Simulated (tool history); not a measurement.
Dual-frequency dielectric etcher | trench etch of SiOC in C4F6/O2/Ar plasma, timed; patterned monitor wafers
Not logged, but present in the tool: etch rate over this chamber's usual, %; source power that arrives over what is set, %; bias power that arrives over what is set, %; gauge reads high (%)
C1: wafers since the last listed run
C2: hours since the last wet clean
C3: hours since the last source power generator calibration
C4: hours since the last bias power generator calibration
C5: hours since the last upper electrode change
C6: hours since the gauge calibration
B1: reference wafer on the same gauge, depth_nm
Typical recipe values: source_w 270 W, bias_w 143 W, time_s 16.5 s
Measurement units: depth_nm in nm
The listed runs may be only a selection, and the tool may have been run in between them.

run 1 hour=0 | source_w=290 bias_w=143 time_s=16.5 | C1=0 C2=212.6 C3=2452.3 C4=1917.3 C5=3099.6 C6=208.9 | B1=31.99 | depth_nm=29.76
run 2 hour=20.5 | source_w=290 bias_w=143 time_s=16.5 | C1=232 C2=233.1 C3=2472.8 C4=1937.8 C5=3120.1 C6=229.4 | B1=32 | depth_nm=29.4
run 3 hour=46.9 | source_w=290 bias_w=143 time_s=16.5 | C1=299 C2=259.5 C3=2499.2 C4=1964.2 C5=3146.5 C6=255.8 | B1=31.99 | depth_nm=29.81
run 4 hour=112.6 | source_w=270 bias_w=143 time_s=16.5 | C1=744 C2=325.2 C3=2564.9 C4=2029.9 C5=3212.2 C6=321.5 | B1=32 | depth_nm=28.87
run 5 hour=142.6 | source_w=290 bias_w=151 time_s=16.5 | C1=340 C2=355.2 C3=2594.9 C4=2059.9 C5=3242.2 C6=351.5 | B1=32.06 | depth_nm=30.15
run 6 hour=178 | source_w=290 bias_w=151 time_s=16.5 | C1=401 C2=390.6 C3=2630.3 C4=2095.3 C5=3277.6 C6=386.9 | B1=31.97 | depth_nm=30.18
run 7 hour=213.3 | source_w=250 bias_w=143 time_s=16.5 | C1=400 C2=425.9 C3=2665.6 C4=2130.6 C5=3312.9 C6=422.2 | B1=31.96 | depth_nm=27.89
run 8 hour=241.3 | source_w=250 bias_w=143 time_s=16.5 | C1=317 C2=453.9 C3=2693.6 C4=2158.6 C5=3340.9 C6=450.2 | B1=32.02 | depth_nm=28.17
run 9 hour=263.7 | source_w=270 bias_w=143 time_s=18 | C1=253 C2=476.3 C3=2716 C4=2181 C5=3363.3 C6=472.6 | B1=31.95 | depth_nm=31.74
-- hour=311.7 wet clean of the chamber
run 10 hour=312.2 | source_w=220 bias_w=170 time_s=16.5 | C1=277 C2=0.5 C3=2764.5 C4=2229.5 C5=3411.8 C6=521.1 | B1=31.97 | depth_nm=26.34
run 11 hour=324.7 | source_w=220 bias_w=170 time_s=16.5 | C1=141 C2=13 C3=2777 C4=2242 C5=3424.3 C6=533.6 | B1=32 | depth_nm=26.28
run 12 hour=358.5 | source_w=220 bias_w=170 time_s=16.5 | C1=383 C2=46.8 C3=2810.8 C4=2275.8 C5=3458.1 C6=567.4 | B1=32 | depth_nm=26.27
run 13 hour=374.1 | source_w=300 bias_w=143 time_s=16.5 | C1=176 C2=62.4 C3=2826.4 C4=2291.4 C5=3473.7 C6=583 | B1=32.03 | depth_nm=29.54
run 14 hour=395.5 | source_w=330 bias_w=143 time_s=19.5 | C1=242 C2=83.8 C3=2847.8 C4=2312.8 C5=3495.1 C6=604.4 | B1=32.02 | depth_nm=36.34
-- hour=479 gauge calibrated
run 15 hour=501.6 | source_w=270 bias_w=143 time_s=16.5 | C1=1203 C2=189.9 C3=2953.9 C4=2418.9 C5=3601.2 C6=22.6 | B1=32 | depth_nm=28.43
run 16 hour=519.9 | source_w=240 bias_w=143 time_s=14 | C1=207 C2=208.2 C3=2972.2 C4=2437.2 C5=3619.5 C6=40.9 | B1=31.98 | depth_nm=23.14
-- hour=558 upper electrode replaced, of another model than before
run 17 hour=558.5 | source_w=300 bias_w=124 time_s=14 | C1=165 C2=246.8 C3=3010.8 C4=2475.8 C5=0.5 C6=79.5 | B1=32.02 | depth_nm=24.14
run 18 hour=561.7 | source_w=270 bias_w=143 time_s=16.5 | C1=36 C2=250 C3=3014 C4=2479 C5=3.7 C6=82.7 | B1=32 | depth_nm=28.75
-- hour=630.9 bias power generator calibrated
run 19 hour=648 | source_w=210 bias_w=108 time_s=18.5 | C1=933 C2=336.3 C3=3100.3 C4=17.1 C5=90 C6=169 | B1=31.99 | depth_nm=26.89
-- hour=737.8 source power generator calibrated
run 20 hour=738.3 | source_w=230 bias_w=168 time_s=18.5 | C1=978 C2=426.6 C3=0.5 C4=107.4 C5=180.3 C6=259.3 | B1=32.01 | depth_nm=32.7
run 21 hour=767.4 | source_w=220 bias_w=169 time_s=19.5 | C1=329 C2=455.7 C3=29.6 C4=136.5 C5=209.4 C6=288.4 | B1=32.05 | depth_nm=33.6
-- hour=793.5 wet clean of the chamber
run 22 hour=794 | source_w=270 bias_w=143 time_s=16.5 | C1=29 C2=0.5 C3=56.2 C4=163.1 C5=236 C6=315 | B1=31.99 | depth_nm=28.24
run 23 hour=814.7 | source_w=270 bias_w=109 time_s=16.5 | C1=234 C2=21.2 C3=76.9 C4=183.8 C5=256.7 C6=335.7 | B1=31.97 | depth_nm=25.21
run 24 hour=836.7 | source_w=270 bias_w=177 time_s=16.5 | C1=249 C2=43.2 C3=98.9 C4=205.8 C5=278.7 C6=357.7 | B1=32.03 | depth_nm=30.06
run 25 hour=860.7 | source_w=270 bias_w=143 time_s=16.5 | C1=272 C2=67.2 C3=122.9 C4=229.8 C5=302.7 C6=381.7 | B1=32.03 | depth_nm=28.16
run 26 hour=882.2 | source_w=290 bias_w=168 time_s=15 | C1=243 C2=88.7 C3=144.4 C4=251.3 C5=324.2 C6=403.2 | B1=32.02 | depth_nm=27.87
run 27 hour=971.5 | source_w=270 bias_w=143 time_s=18 | C1=1012 C2=178 C3=233.7 C4=340.6 C5=413.5 C6=492.5 | B1=31.99 | depth_nm=30.98

A few steps of depth_nm between consecutive runs. Split each: what settings, incoming material and random variation would produce without the hidden state, and what is left over for the hidden state, along with gauge scatter present in only one of the two compared results (measured, and without hidden state):
Run 9 -> 10: source_w 270 -> 220, bias_w 143 -> 170, time_s 18 -> 16.5, wet clean of the chamber. depth_nm -5.4 nm: hidden state -1.18, all else -4.22.
Run 13 -> 14: source_w 300 -> 330, time_s 16.5 -> 19.5. depth_nm +6.8 nm: hidden state +0.09, all else +6.71.
Run 14 -> 15: source_w 330 -> 270, time_s 19.5 -> 16.5, gauge calibrated. depth_nm -7.91 nm: hidden state +0.19, all else -8.1.
Run 21 -> 22: source_w 220 -> 270, bias_w 169 -> 143, time_s 19.5 -> 16.5, wet clean of the chamber. depth_nm -5.36 nm: hidden state -1.33, all else -4.03.

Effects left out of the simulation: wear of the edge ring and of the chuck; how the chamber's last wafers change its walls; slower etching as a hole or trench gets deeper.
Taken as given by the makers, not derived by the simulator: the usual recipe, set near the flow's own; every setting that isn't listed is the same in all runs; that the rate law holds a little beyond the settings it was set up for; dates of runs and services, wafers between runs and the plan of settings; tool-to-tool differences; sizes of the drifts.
